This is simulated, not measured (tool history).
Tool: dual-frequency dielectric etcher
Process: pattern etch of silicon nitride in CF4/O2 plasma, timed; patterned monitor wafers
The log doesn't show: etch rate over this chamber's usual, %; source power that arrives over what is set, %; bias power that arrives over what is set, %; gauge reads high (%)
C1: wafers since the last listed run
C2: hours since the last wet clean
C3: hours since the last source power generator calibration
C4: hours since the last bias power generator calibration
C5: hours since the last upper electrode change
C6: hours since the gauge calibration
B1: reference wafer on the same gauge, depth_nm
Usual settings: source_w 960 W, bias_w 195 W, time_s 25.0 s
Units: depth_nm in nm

{"run": 1, "hour": 0.0, "source_w": 960, "bias_w": 214, "time_s": 25.0, "C1": 0, "C2": 35.2, "C3": 3646.8, "C4": 1542.5, "C5": 14.8, "C6": 605.3, "B1": 81.5, "depth_nm": 91.2}
{"run": 2, "hour": 18.0, "source_w": 960, "bias_w": 195, "time_s": 23.0, "C1": 254, "C2": 53.2, "C3": 3664.8, "C4": 1560.5, "C5": 32.8, "C6": 623.3, "B1": 81.4, "depth_nm": 81.9}
{"hour": 22.2, "done": "gauge calibrated"}
{"run": 3, "hour": 32.6, "source_w": 1110, "bias_w": 195, "time_s": 25.0, "C1": 206, "C2": 67.8, "C3": 3679.4, "C4": 1575.1, "C5": 47.4, "C6": 10.4, "B1": 81.6, "depth_nm": 97.6}
{"run": 4, "hour": 40.0, "source_w": 1110, "bias_w": 195, "time_s": 25.0, "C1": 104, "C2": 75.2, "C3": 3686.8, "C4": 1582.5, "C5": 54.8, "C6": 17.8, "B1": 81.5, "depth_nm": 98.0}
{"run": 5, "hour": 56.5, "source_w": 1110, "bias_w": 195, "time_s": 25.0, "C1": 233, "C2": 91.7, "C3": 3703.3, "C4": 1599.0, "C5": 71.3, "C6": 34.3, "B1": 81.4, "depth_nm": 97.6}
{"hour": 62.0, "done": "source power generator calibrated"}
{"run": 6, "hour": 64.1, "source_w": 730, "bias_w": 214, "time_s": 28.5, "C1": 50, "C2": 99.3, "C3": 2.1, "C4": 1606.6, "C5": 78.9, "C6": 41.9, "B1": 81.4, "depth_nm": 86.9}
{"run": 7, "hour": 71.2, "source_w": 960, "bias_w": 195, "time_s": 25.0, "C1": 100, "C2": 106.4, "C3": 9.2, "C4": 1613.7, "C5": 86.0, "C6": 49.0, "B1": 81.7, "depth_nm": 89.3}
{"run": 8, "hour": 80.1, "source_w": 1080, "bias_w": 209, "time_s": 30.0, "C1": 125, "C2": 115.3, "C3": 18.1, "C4": 1622.6, "C5": 94.9, "C6": 57.9, "B1": 81.5, "depth_nm": 118.8}
{"hour": 96.3, "done": "bias power generator calibrated"}
{"run": 9, "hour": 96.8, "source_w": 960, "bias_w": 195, "time_s": 25.0, "C1": 179, "C2": 132.0, "C3": 34.8, "C4": 0.5, "C5": 111.6, "C6": 74.6, "B1": 81.3, "depth_nm": 88.4}
{"run": 10, "hour": 108.2, "source_w": 1070, "bias_w": 195, "time_s": 25.0, "C1": 161, "C2": 143.4, "C3": 46.2, "C4": 11.9, "C5": 123.0, "C6": 86.0, "B1": 81.3, "depth_nm": 96.6}
{"run": 11, "hour": 124.9, "source_w": 790, "bias_w": 147, "time_s": 28.0, "C1": 236, "C2": 160.1, "C3": 62.9, "C4": 28.6, "C5": 139.7, "C6": 102.7, "B1": 81.5, "depth_nm": 77.9}
{"run": 12, "hour": 156.2, "source_w": 960, "bias_w": 225, "time_s": 25.0, "C1": 443, "C2": 191.4, "C3": 94.2, "C4": 59.9, "C5": 171.0, "C6": 134.0, "B1": 81.3, "depth_nm": 94.0}
{"run": 13, "hour": 162.3, "source_w": 1110, "bias_w": 195, "time_s": 25.0, "C1": 86, "C2": 197.5, "C3": 100.3, "C4": 66.0, "C5": 177.1, "C6": 140.1, "B1": 81.4, "depth_nm": 98.6}
{"run": 14, "hour": 179.3, "source_w": 1180, "bias_w": 155, "time_s": 30.0, "C1": 240, "C2": 214.5, "C3": 117.3, "C4": 83.0, "C5": 194.1, "C6": 157.1, "B1": 81.3, "depth_nm": 112.3}
{"run": 15, "hour": 192.2, "source_w": 960, "bias_w": 195, "time_s": 25.0, "C1": 182, "C2": 227.4, "C3": 130.2, "C4": 95.9, "C5": 207.0, "C6": 170.0, "B1": 81.4, "depth_nm": 88.6}
{"run": 16, "hour": 205.5, "source_w": 1060, "bias_w": 195, "time_s": 20.0, "C1": 188, "C2": 240.7, "C3": 143.5, "C4": 109.2, "C5": 220.3, "C6": 183.3, "B1": 81.3, "depth_nm": 76.1}
{"run": 17, "hour": 223.2, "source_w": 860, "bias_w": 195, "time_s": 25.0, "C1": 250, "C2": 258.4, "C3": 161.2, "C4": 126.9, "C5": 238.0, "C6": 201.0, "B1": 81.3, "depth_nm": 83.4}
{"run": 18, "hour": 232.3, "source_w": 960, "bias_w": 164, "time_s": 23.0, "C1": 128, "C2": 267.5, "C3": 170.3, "C4": 136.0, "C5": 247.1, "C6": 210.1, "B1": 81.4, "depth_nm": 76.3}
{"run": 19, "hour": 249.2, "source_w": 830, "bias_w": 172, "time_s": 25.0, "C1": 239, "C2": 284.4, "C3": 187.2, "C4": 152.9, "C5": 264.0, "C6": 227.0, "B1": 81.5, "depth_nm": 76.8}
{"run": 20, "hour": 289.9, "source_w": 960, "bias_w": 195, "time_s": 25.0, "C1": 576, "C2": 325.1, "C3": 227.9, "C4": 193.6, "C5": 304.7, "C6": 267.7, "B1": 81.6, "depth_nm": 89.9}
{"run": 21, "hour": 332.8, "source_w": 960, "bias_w": 195, "time_s": 25.0, "C1": 607, "C2": 368.0, "C3": 270.8, "C4": 236.5, "C5": 347.6, "C6": 310.6, "B1": 81.4, "depth_nm": 90.3}
{"run": 22, "hour": 340.5, "source_w": 1150, "bias_w": 195, "time_s": 25.0, "C1": 108, "C2": 375.7, "C3": 278.5, "C4": 244.2, "C5": 355.3, "C6": 318.3, "B1": 81.4, "depth_nm": 102.6}
{"run": 23, "hour": 352.5, "source_w": 1140, "bias_w": 210, "time_s": 21.0, "C1": 169, "C2": 387.7, "C3": 290.5, "C4": 256.2, "C5": 367.3, "C6": 330.3, "B1": 81.5, "depth_nm": 88.3}
{"run": 24, "hour": 360.2, "source_w": 960, "bias_w": 211, "time_s": 23.0, "C1": 108, "C2": 395.4, "C3": 298.2, "C4": 263.9, "C5": 375.0, "C6": 338.0, "B1": 81.4, "depth_nm": 86.4}
{"run": 25, "hour": 371.3, "source_w": 960, "bias_w": 211, "time_s": 23.0, "C1": 157, "C2": 406.5, "C3": 309.3, "C4": 275.0, "C5": 386.1, "C6": 349.1, "B1": 81.5, "depth_nm": 85.8}
{"run": 26, "hour": 380.8, "source_w": 960, "bias_w": 195, "time_s": 25.0, "C1": 134, "C2": 416.0, "C3": 318.8, "C4": 284.5, "C5": 395.6, "C6": 358.6, "B1": 81.4, "depth_nm": 89.6}
{"run": 27, "hour": 390.7, "source_w": 790, "bias_w": 195, "time_s": 25.0, "C1": 140, "C2": 425.9, "C3": 328.7, "C4": 294.4, "C5": 405.5, "C6": 368.5, "B1": 81.5, "depth_nm": 79.7}
{"run": 28, "hour": 398.2, "source_w": 1030, "bias_w": 195, "time_s": 20.5, "C1": 106, "C2": 433.4, "C3": 336.2, "C4": 301.9, "C5": 413.0, "C6": 376.0, "B1": 81.4, "depth_nm": 77.7}
{"run": 29, "hour": 405.2, "source_w": 1130, "bias_w": 235, "time_s": 29.5, "C1": 99, "C2": 440.4, "C3": 343.2, "C4": 308.9, "C5": 420.0, "C6": 383.0, "B1": 81.3, "depth_nm": 128.8}
{"run": 30, "hour": 416.4, "source_w": 770, "bias_w": 158, "time_s": 25.0, "C1": 158, "C2": 451.6, "C3": 354.4, "C4": 320.1, "C5": 431.2, "C6": 394.2, "B1": 81.5, "depth_nm": 71.4}

Forecast each of these 4 alternatives for the next run:
{"run": "A", "hour": 416.8, "source_w": 820, "bias_w": 195, "time_s": 25.0, "C1": 5, "C2": 452.0, "C3": 354.8, "C4": 320.5, "C5": 431.6, "C6": 394.6, "B1": "?", "depth_nm": "?"}
{"run": "B", "hour": 416.8, "source_w": 960, "bias_w": 195, "time_s": 21.0, "C1": 5, "C2": 452.0, "C3": 354.8, "C4": 320.5, "C5": 431.6, "C6": 394.6, "B1": "?", "depth_nm": "?"}
{"run": "C", "hour": 416.8, "source_w": 900, "bias_w": 158, "time_s": 25.0, "C1": 5, "C2": 452.0, "C3": 354.8, "C4": 320.5, "C5": 431.6, "C6": 394.6, "B1": "?", "depth_nm": "?"}
{"run": "D", "hour": 416.8, "source_w": 810, "bias_w": 217, "time_s": 32.0, "C1": 5, "C2": 452.0, "C3": 354.8, "C4": 320.5, "C5": 431.6, "C6": 394.6, "B1": "?", "depth_nm": "?"}

run=A B1=81.5 depth_nm=81.2
run=B B1=81.5 depth_nm=76.0
run=C B1=81.5 depth_nm=79.3
run=D B1=81.5 depth_nm=107.8
Without the tool's hidden state the same runs would have given:
run=A depth_nm=79.1
run=B depth_nm=74.0
run=C depth_nm=77.2
run=D depth_nm=105.0
